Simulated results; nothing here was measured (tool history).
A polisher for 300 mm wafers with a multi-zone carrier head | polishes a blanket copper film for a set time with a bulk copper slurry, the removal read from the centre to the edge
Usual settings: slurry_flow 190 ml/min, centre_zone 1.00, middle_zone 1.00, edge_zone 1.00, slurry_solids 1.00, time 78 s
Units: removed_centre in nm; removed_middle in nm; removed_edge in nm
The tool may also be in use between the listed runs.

| run | hour | slurry_flow | centre_zone | middle_zone | edge_zone | slurry_solids | time | wafers since the last listed run | wafers polished on this pad | hours since the slurry nozzle was cleaned | hours since the centre zone pressure was calibrated | hours since the edge zone pressure was calibrated | hours since the carrier head's membrane was replaced | incoming thickness of the incoming film, nm | removed_centre | removed_middle | removed_edge |
|---|---|---|---|---|---|---|---|---|---|---|---|---|---|---|---|---|---|
| 1 | 0.0 | 190 | 1.00 | 1.00 | 1.00 | 1.00 | 78 | 0 | 1681 | 494.2 | 690.6 | 222.0 | 508.5 | 4253.1 | 845.7 | 774.6 | 749.4 |
|  | 32.0 | worn pad replaced by a new one |
| 2 | 46.5 | 190 | 1.00 | 1.00 | 1.00 | 1.00 | 78 | 418 | 142 | 540.7 | 737.1 | 268.5 | 555.0 | 4286.4 | 858.5 | 759.8 | 747.5 |
| 3 | 100.8 | 190 | 1.00 | 1.00 | 1.00 | 1.00 | 78 | 534 | 677 | 595.0 | 791.4 | 322.8 | 609.3 | 4337.9 | 856.5 | 762.4 | 774.0 |
| 4 | 162.1 | 190 | 1.00 | 1.00 | 1.00 | 1.00 | 78 | 603 | 1280 | 656.3 | 852.7 | 384.1 | 670.6 | 4364.3 | 847.4 | 777.2 | 748.4 |
| 5 | 188.0 | 190 | 1.00 | 1.00 | 1.00 | 1.00 | 78 | 254 | 1535 | 682.2 | 878.6 | 410.0 | 696.5 | 4379.6 | 835.4 | 754.5 | 752.9 |
|  | 235.7 | worn pad replaced by a new one |
| 6 | 243.0 | 190 | 1.00 | 1.00 | 1.00 | 1.00 | 78 | 501 | 71 | 737.2 | 933.6 | 465.0 | 751.5 | 4285.2 | 868.0 | 771.8 | 760.3 |
| 7 | 300.9 | 190 | 1.00 | 1.00 | 1.00 | 1.00 | 78 | 569 | 641 | 795.1 | 991.5 | 522.9 | 809.4 | 4299.5 | 855.9 | 784.5 | 752.0 |
|  | 426.2 | worn pad replaced by a new one |
|  | 461.7 | slurry nozzle cleaned |
| 8 | 466.3 | 190 | 1.00 | 1.00 | 1.00 | 1.00 | 78 | 1578 | 384 | 4.6 | 1156.9 | 688.3 | 974.8 | 4371.6 | 851.9 | 773.2 | 747.6 |
| 9 | 492.8 | 190 | 1.00 | 1.06 | 1.00 | 1.00 | 78 | 260 | 645 | 31.1 | 1183.4 | 714.8 | 1001.3 | 4340.4 | 869.6 | 799.4 | 758.1 |
|  | 532.0 | centre zone pressure recalibrated |
| 10 | 574.2 | 190 | 1.00 | 1.06 | 1.00 | 1.00 | 78 | 781 | 1427 | 112.5 | 42.2 | 796.2 | 1082.7 | 4228.6 | 750.2 | 808.3 | 745.3 |
|  | 593.3 | edge zone pressure recalibrated |
| 11 | 622.8 | 190 | 0.94 | 1.00 | 1.00 | 1.15 | 78 | 458 | 1885 | 161.1 | 90.8 | 29.5 | 1131.3 | 4313.2 | 747.9 | 789.0 | 795.1 |
|  | 631.4 | worn pad replaced by a new one |
| 12 | 660.2 | 140 | 1.10 | 1.00 | 1.00 | 0.90 | 92 | 328 | 283 | 198.5 | 128.2 | 66.9 | 1168.7 | 4315.0 | 941.0 | 861.7 | 844.6 |
|  | 687.5 | carrier head's membrane replaced by a new one |
| 13 | 696.4 | 190 | 1.00 | 1.00 | 0.93 | 1.00 | 78 | 307 | 590 | 234.7 | 164.4 | 103.1 | 8.9 | 4346.7 | 793.7 | 762.6 | 722.7 |
| 14 | 749.7 | 190 | 1.00 | 1.03 | 0.96 | 1.00 | 64 | 524 | 1115 | 288.0 | 217.7 | 156.4 | 62.2 | 4321.3 | 650.5 | 655.7 | 606.7 |
| 15 | 788.2 | 140 | 1.10 | 1.00 | 1.00 | 0.90 | 92 | 378 | 1494 | 326.5 | 256.2 | 194.9 | 100.7 | 4270.1 | 962.4 | 851.9 | 855.2 |
|  | 836.3 | worn pad replaced by a new one |
| 16 | 847.8 | 190 | 1.12 | 0.89 | 1.00 | 1.00 | 78 | 547 | 112 | 386.1 | 315.8 | 254.5 | 160.3 | 4323.2 | 891.2 | 688.5 | 776.0 |
| 17 | 888.4 | 190 | 1.03 | 0.93 | 1.00 | 1.00 | 78 | 399 | 512 | 426.7 | 356.4 | 295.1 | 200.9 | 4328.6 | 841.5 | 730.3 | 770.5 |
| 18 | 915.3 | 140 | 1.00 | 0.96 | 1.00 | 1.20 | 69 | 264 | 777 | 453.6 | 383.3 | 322.0 | 227.8 | 4396.4 | 714.1 | 650.7 | 672.4 |
| 19 | 968.6 | 190 | 1.00 | 1.00 | 1.00 | 1.00 | 78 | 524 | 1301 | 506.9 | 436.6 | 375.3 | 281.1 | 4336.5 | 805.5 | 771.6 | 761.3 |
| 20 | 1015.1 | 210 | 1.00 | 1.00 | 1.00 | 1.00 | 78 | 457 | 1759 | 553.4 | 483.1 | 421.8 | 327.6 | 4247.0 | 819.4 | 794.4 | 774.8 |
|  | 1051.8 | worn pad replaced by a new one |
| 21 | 1065.1 | 170 | 1.00 | 1.00 | 1.06 | 1.00 | 67 | 452 | 130 | 603.4 | 533.1 | 471.8 | 377.6 | 4304.9 | 694.8 | 642.7 | 658.0 |

3 ways to go on from here, each from the tool as it stands after run 21. What would each give?
| A | 1065.5 | 190 | 1.00 | 1.00 | 1.00 | 1.00 | 78 | 3 | 134 | 603.8 | 533.5 | 472.2 | 378.0 | 4271.2 | ? | ? | ? |
| B | 1065.5 | 190 | 1.03 | 1.00 | 1.00 | 1.00 | 78 | 3 | 134 | 603.8 | 533.5 | 472.2 | 378.0 | 4271.2 | ? | ? | ? |
| C | 1065.5 | 135 | 0.89 | 1.00 | 1.08 | 1.00 | 69 | 3 | 134 | 603.8 | 533.5 | 472.2 | 378.0 | 4271.2 | ? | ? | ? |

| run | removed_centre | removed_middle | removed_edge |
|---|---|---|---|
| A | 821.8 | 765.1 | 762.2 |
| B | 846.4 | 765.0 | 762.2 |
| C | 609.9 | 642.5 | 674.0 |
Without the tool's hidden state the same runs would have given:
| run | removed_centre | removed_middle | removed_edge |
|---|---|---|---|
| A | 748.8 | 765.5 | 762.2 |
| B | 771.5 | 765.4 | 762.2 |
| C | 555.2 | 642.8 | 674.0 |
